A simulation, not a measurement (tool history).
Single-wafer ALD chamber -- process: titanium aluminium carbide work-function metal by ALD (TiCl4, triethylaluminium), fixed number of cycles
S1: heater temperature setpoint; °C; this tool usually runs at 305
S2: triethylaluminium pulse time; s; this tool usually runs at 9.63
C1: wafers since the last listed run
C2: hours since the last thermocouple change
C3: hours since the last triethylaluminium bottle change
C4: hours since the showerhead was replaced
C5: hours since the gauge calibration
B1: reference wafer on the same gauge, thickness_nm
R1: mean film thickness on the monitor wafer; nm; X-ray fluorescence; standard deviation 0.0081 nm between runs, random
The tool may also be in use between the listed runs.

Run 1, hour 0: usual settings but S2 6.59 s; C1 0; C2 320.3; C3 430.5; C4 1686.7; C5 375.7; B1 2.141. Result: R1 1.67 nm.
Run 2, hour 27.6: usual settings but S2 6.59 s; C1 263; C2 347.9; C3 458.1; C4 1714.3; C5 403.3; B1 2.146. Result: R1 1.671 nm.
Run 3, hour 56.1: usual settings but S2 10.5 s; C1 271; C2 376.4; C3 486.6; C4 1742.8; C5 431.8; B1 2.14. Result: R1 1.931 nm.
Run 4, hour 154.1: usual settings but S2 10.5 s; C1 934; C2 474.4; C3 584.6; C4 1840.8; C5 529.8; B1 2.14. Result: R1 1.927 nm.
Run 5, hour 188.4: usual settings but S2 11.22 s; C1 327; C2 508.7; C3 618.9; C4 1875.1; C5 564.1; B1 2.14. Result: R1 1.961 nm.
Run 6, hour 206.8: usual settings but S2 11.22 s; C1 175; C2 527.1; C3 637.3; C4 1893.5; C5 582.5; B1 2.143. Result: R1 1.959 nm.
Run 7, hour 224.5: usual settings but S2 11.22 s; C1 168; C2 544.8; C3 655; C4 1911.2; C5 600.2; B1 2.143. Result: R1 1.95 nm.
Run 8, hour 247.8: usual settings but S2 10.42 s; C1 222; C2 568.1; C3 678.3; C4 1934.5; C5 623.5; B1 2.143. Result: R1 1.939 nm.
Run 9, hour 260.3: usual settings; C1 119; C2 580.6; C3 690.8; C4 1947; C5 636; B1 2.136. Result: R1 1.913 nm.
Run 10, hour 272.4: usual settings; C1 115; C2 592.7; C3 702.9; C4 1959.1; C5 648.1; B1 2.141. Result: R1 1.929 nm.
Run 11, hour 300.1: usual settings; C1 264; C2 620.4; C3 730.6; C4 1986.8; C5 675.8; B1 2.144. Result: R1 1.909 nm.
Run 12, hour 319.5: usual settings; C1 185; C2 639.8; C3 750; C4 2006.2; C5 695.2; B1 2.14. Result: R1 1.922 nm.
Run 13, hour 344.4: usual settings but S2 6.95 s; C1 237; C2 664.7; C3 774.9; C4 2031.1; C5 720.1; B1 2.141. Result: R1 1.732 nm.
Run 14, hour 361.9: usual settings but S2 11.99 s; C1 166; C2 682.2; C3 792.4; C4 2048.6; C5 737.6; B1 2.142. Result: R1 1.961 nm.
Run 15, hour 376.1: usual settings but S1 294 °C; C1 135; C2 696.4; C3 806.6; C4 2062.8; C5 751.8; B1 2.142. Result: R1 1.848 nm.
At hour 396.3: gauge calibrated.
Run 16, hour 409.5: usual settings but S1 311 °C, S2 12.88 s; C1 318; C2 729.8; C3 840; C4 2096.2; C5 13.2; B1 2.139. Result: R1 2.023 nm.
Run 17, hour 426.9: usual settings but S1 317 °C, S2 6.6 s; C1 165; C2 747.2; C3 857.4; C4 2113.6; C5 30.6; B1 2.133. Result: R1 1.753 nm.
Run 18, hour 448.6: usual settings but S1 295 °C, S2 7.6 s; C1 206; C2 768.9; C3 879.1; C4 2135.3; C5 52.3; B1 2.139. Result: R1 1.749 nm.
Run 19, hour 484: usual settings but S1 319 °C, S2 11.65 s; C1 337; C2 804.3; C3 914.5; C4 2170.7; C5 87.7; B1 2.137. Result: R1 2.06 nm.
At hour 496.5: showerhead replaced.
Run 20, hour 518.5: usual settings but S1 317 °C, S2 12.69 s; C1 252; C2 838.8; C3 949; C4 22; C5 122.2; B1 2.139. Result: R1 2.064 nm.
At hour 549.3: thermocouple changed; heater temperature recalibrated.
Run 21, hour 549.8: usual settings; C1 222; C2 0.5; C3 980.3; C4 53.3; C5 153.5; B1 2.142. Result: R1 1.888 nm.
At hour 578.5: triethylaluminium bottle replaced.
Run 22, hour 582: usual settings; C1 230; C2 32.7; C3 3.5; C4 85.5; C5 185.7; B1 2.139. Result: R1 1.891 nm.
Run 23, hour 596.7: usual settings but S1 294 °C, S2 8.02 s; C1 140; C2 47.4; C3 18.2; C4 100.2; C5 200.4; B1 2.138. Result: R1 1.723 nm.
Run 24, hour 614.3: usual settings but S1 318 °C, S2 12.96 s; C1 167; C2 65; C3 35.8; C4 117.8; C5 218; B1 2.141. Result: R1 2.036 nm.
Run 25, hour 636.9: usual settings but S1 320 °C, S2 6.02 s; C1 215; C2 87.6; C3 58.4; C4 140.4; C5 240.6; B1 2.14. Result: R1 1.625 nm.
Run 26, hour 669.3: usual settings but S2 11.22 s; C1 309; C2 120; C3 90.8; C4 172.8; C5 273; B1 2.135. Result: R1 1.932 nm.
Run 27, hour 702.4: usual settings but S1 301 °C, S2 8.34 s; C1 315; C2 153.1; C3 123.9; C4 205.9; C5 306.1; B1 2.138. Result: R1 1.802 nm.
Run 28, hour 759.2: usual settings but S1 316 °C, S2 12.69 s; C1 541; C2 209.9; C3 180.7; C4 262.7; C5 362.9; B1 2.136. Result: R1 2.049 nm.

5 ways to go on from here, each from the tool as it stands after run 28. What would each give?
Run A, hour 759.6: usual settings; C1 3; C2 210.3; C3 181.1; C4 263.1; C5 363.3; B1 ?. Result: R1 ?.
Run B, hour 759.6: usual settings but S1 295 °C, S2 12.03 s; C1 3; C2 210.3; C3 181.1; C4 263.1; C5 363.3; B1 ?. Result: R1 ?.
Run C, hour 759.6: usual settings but S1 316 °C, S2 11.49 s; C1 3; C2 210.3; C3 181.1; C4 263.1; C5 363.3; B1 ?. Result: R1 ?.
Run D, hour 759.6: usual settings but S1 313 °C, S2 8.13 s; C1 3; C2 210.3; C3 181.1; C4 263.1; C5 363.3; B1 ?. Result: R1 ?.
Run E, hour 759.6: usual settings but S1 312 °C, S2 7.82 s; C1 3; C2 210.3; C3 181.1; C4 263.1; C5 363.3; B1 ?. Result: R1 ?.

run    B1     R1
  A  2.14  1.896
  B  2.14  1.873
  C  2.14  2.018
  D  2.14  1.872
  E  2.14   1.84
With no hidden state in the tool, these same runs would have given:
run     R1
  A  1.873
  B   1.85
  C  1.995
  D   1.85
  E  1.818
